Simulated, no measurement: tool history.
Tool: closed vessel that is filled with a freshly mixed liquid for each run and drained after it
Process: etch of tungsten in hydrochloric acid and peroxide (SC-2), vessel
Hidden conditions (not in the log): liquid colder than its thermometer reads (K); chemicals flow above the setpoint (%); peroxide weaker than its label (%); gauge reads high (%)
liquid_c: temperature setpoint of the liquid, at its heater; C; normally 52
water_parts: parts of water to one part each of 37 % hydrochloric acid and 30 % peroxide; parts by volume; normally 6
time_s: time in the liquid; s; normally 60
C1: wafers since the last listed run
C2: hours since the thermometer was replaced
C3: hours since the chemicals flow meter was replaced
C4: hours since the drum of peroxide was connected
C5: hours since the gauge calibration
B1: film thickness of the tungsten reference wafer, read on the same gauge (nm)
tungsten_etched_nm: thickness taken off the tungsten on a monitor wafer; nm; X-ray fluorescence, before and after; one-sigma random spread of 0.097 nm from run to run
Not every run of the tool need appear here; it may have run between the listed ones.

run 1 hour=0 | liquid_c=52 water_parts=6 time_s=60 | C1=0 C2=2916.3 C3=12.4 C4=1106 C5=386.9 | B1=149.99 | tungsten_etched_nm=14.48
run 2 hour=11.4 | liquid_c=52 water_parts=6 time_s=60 | C1=864 C2=2927.7 C3=23.8 C4=1117.4 C5=398.3 | B1=150.02 | tungsten_etched_nm=14.53
run 3 hour=20.8 | liquid_c=52 water_parts=6 time_s=60 | C1=713 C2=2937.1 C3=33.2 C4=1126.8 C5=407.7 | B1=150.01 | tungsten_etched_nm=14.5
-- hour=29 thermometer replaced
run 4 hour=32.7 | liquid_c=52 water_parts=6 time_s=60 | C1=826 C2=3.7 C3=45.1 C4=1138.7 C5=419.6 | B1=150.02 | tungsten_etched_nm=14.59
run 5 hour=47.9 | liquid_c=52 water_parts=6 time_s=60 | C1=1152 C2=18.9 C3=60.3 C4=1153.9 C5=434.8 | B1=149.98 | tungsten_etched_nm=14.47
run 6 hour=54.3 | liquid_c=52 water_parts=6 time_s=60 | C1=485 C2=25.3 C3=66.7 C4=1160.3 C5=441.2 | B1=150.01 | tungsten_etched_nm=14.55
-- hour=59.9 new drum of peroxide connected
run 7 hour=101.4 | liquid_c=52 water_parts=6 time_s=70 | C1=3496 C2=72.4 C3=113.8 C4=41.5 C5=488.3 | B1=150 | tungsten_etched_nm=17.83
run 8 hour=142.8 | liquid_c=52 water_parts=7 time_s=60 | C1=3140 C2=113.8 C3=155.2 C4=82.9 C5=529.7 | B1=150.02 | tungsten_etched_nm=13.61
run 9 hour=149.8 | liquid_c=59.5 water_parts=7.5 time_s=70 | C1=530 C2=120.8 C3=162.2 C4=89.9 C5=536.7 | B1=149.96 | tungsten_etched_nm=24.24
run 10 hour=165.2 | liquid_c=43 water_parts=6 time_s=40 | C1=1168 C2=136.2 C3=177.6 C4=105.3 C5=552.1 | B1=150 | tungsten_etched_nm=5.46
run 11 hour=179.9 | liquid_c=44.5 water_parts=6 time_s=60 | C1=1115 C2=150.9 C3=192.3 C4=120 C5=566.8 | B1=150 | tungsten_etched_nm=9.03
run 12 hour=190.2 | liquid_c=61.5 water_parts=6 time_s=30 | C1=781 C2=161.2 C3=202.6 C4=130.3 C5=577.1 | B1=149.99 | tungsten_etched_nm=13.85
-- hour=200.1 gauge calibrated
run 13 hour=205.4 | liquid_c=47.5 water_parts=4 time_s=60 | C1=1152 C2=176.4 C3=217.8 C4=145.5 C5=5.3 | B1=150 | tungsten_etched_nm=15.11
run 14 hour=221.6 | liquid_c=61 water_parts=6 time_s=35 | C1=1228 C2=192.6 C3=234 C4=161.7 C5=21.5 | B1=149.98 | tungsten_etched_nm=15.55
run 15 hour=245.8 | liquid_c=56.5 water_parts=7.5 time_s=30 | C1=1835 C2=216.8 C3=258.2 C4=185.9 C5=45.7 | B1=150 | tungsten_etched_nm=8.59
run 16 hour=256.7 | liquid_c=58 water_parts=6 time_s=80 | C1=826 C2=227.7 C3=269.1 C4=196.8 C5=56.6 | B1=150 | tungsten_etched_nm=29.79
run 17 hour=262.9 | liquid_c=59.5 water_parts=9 time_s=60 | C1=470 C2=233.9 C3=275.3 C4=203 C5=62.8 | B1=150.02 | tungsten_etched_nm=17.98
run 18 hour=280.3 | liquid_c=52 water_parts=6 time_s=45 | C1=1319 C2=251.3 C3=292.7 C4=220.4 C5=80.2 | B1=150.01 | tungsten_etched_nm=11.38
run 19 hour=294.7 | liquid_c=52 water_parts=8.5 time_s=60 | C1=1092 C2=265.7 C3=307.1 C4=234.8 C5=94.6 | B1=150.01 | tungsten_etched_nm=11.5
run 20 hour=311.4 | liquid_c=52 water_parts=6 time_s=60 | C1=1266 C2=282.4 C3=323.8 C4=251.5 C5=111.3 | B1=150.02 | tungsten_etched_nm=15.18
run 21 hour=325.6 | liquid_c=60 water_parts=6 time_s=75 | C1=1077 C2=296.6 C3=338 C4=265.7 C5=125.5 | B1=150 | tungsten_etched_nm=31.34
run 22 hour=340.6 | liquid_c=52 water_parts=6 time_s=60 | C1=1137 C2=311.6 C3=353 C4=280.7 C5=140.5 | B1=149.99 | tungsten_etched_nm=14.96
run 23 hour=354.7 | liquid_c=52 water_parts=6 time_s=60 | C1=1069 C2=325.7 C3=367.1 C4=294.8 C5=154.6 | B1=150.01 | tungsten_etched_nm=14.94
run 24 hour=363.2 | liquid_c=61 water_parts=9 time_s=35 | C1=644 C2=334.2 C3=375.6 C4=303.3 C5=163.1 | B1=150 | tungsten_etched_nm=11.38
run 25 hour=375.3 | liquid_c=52 water_parts=6 time_s=95 | C1=917 C2=346.3 C3=387.7 C4=315.4 C5=175.2 | B1=149.99 | tungsten_etched_nm=23.58
run 26 hour=387.6 | liquid_c=61 water_parts=4.5 time_s=35 | C1=932 C2=358.6 C3=400 C4=327.7 C5=187.5 | B1=149.99 | tungsten_etched_nm=19.21
run 27 hour=401.9 | liquid_c=55.5 water_parts=5 time_s=60 | C1=1084 C2=372.9 C3=414.3 C4=342 C5=201.8 | B1=150.01 | tungsten_etched_nm=21.63
run 28 hour=417.2 | liquid_c=57.5 water_parts=7.5 time_s=80 | C1=1160 C2=388.2 C3=429.6 C4=357.3 C5=217.1 | B1=150.01 | tungsten_etched_nm=24.1
run 29 hour=435 | liquid_c=58 water_parts=6 time_s=80 | C1=1350 C2=406 C3=447.4 C4=375.1 C5=234.9 | B1=150 | tungsten_etched_nm=29.59

Predict each of these 5 candidate next runs independently; none follows another, all start after run 29:
run A hour=435.7 | liquid_c=52 water_parts=4 time_s=60 | C1=53 C2=406.7 C3=448.1 C4=375.8 C5=235.6 | B1=? | tungsten_etched_nm=?
run B hour=435.7 | liquid_c=61 water_parts=4.5 time_s=60 | C1=53 C2=406.7 C3=448.1 C4=375.8 C5=235.6 | B1=? | tungsten_etched_nm=?
run C hour=435.7 | liquid_c=43 water_parts=6 time_s=60 | C1=53 C2=406.7 C3=448.1 C4=375.8 C5=235.6 | B1=? | tungsten_etched_nm=?
run D hour=435.7 | liquid_c=58 water_parts=9 time_s=80 | C1=53 C2=406.7 C3=448.1 C4=375.8 C5=235.6 | B1=? | tungsten_etched_nm=?
run E hour=435.7 | liquid_c=42 water_parts=4 time_s=60 | C1=53 C2=406.7 C3=448.1 C4=375.8 C5=235.6 | B1=? | tungsten_etched_nm=?

run=A B1=150 tungsten_etched_nm=20.18
run=B B1=150 tungsten_etched_nm=33.16
run=C B1=150 tungsten_etched_nm=8.22
run=D B1=150 tungsten_etched_nm=21.61
run=E B1=150 tungsten_etched_nm=10.23
With the hidden condition removed and each run's random variation left untouched, the same runs would have given:
run=A tungsten_etched_nm=20.5
run=B tungsten_etched_nm=33.68
run=C tungsten_etched_nm=8.36
run=D tungsten_etched_nm=21.97
run=E tungsten_etched_nm=10.39
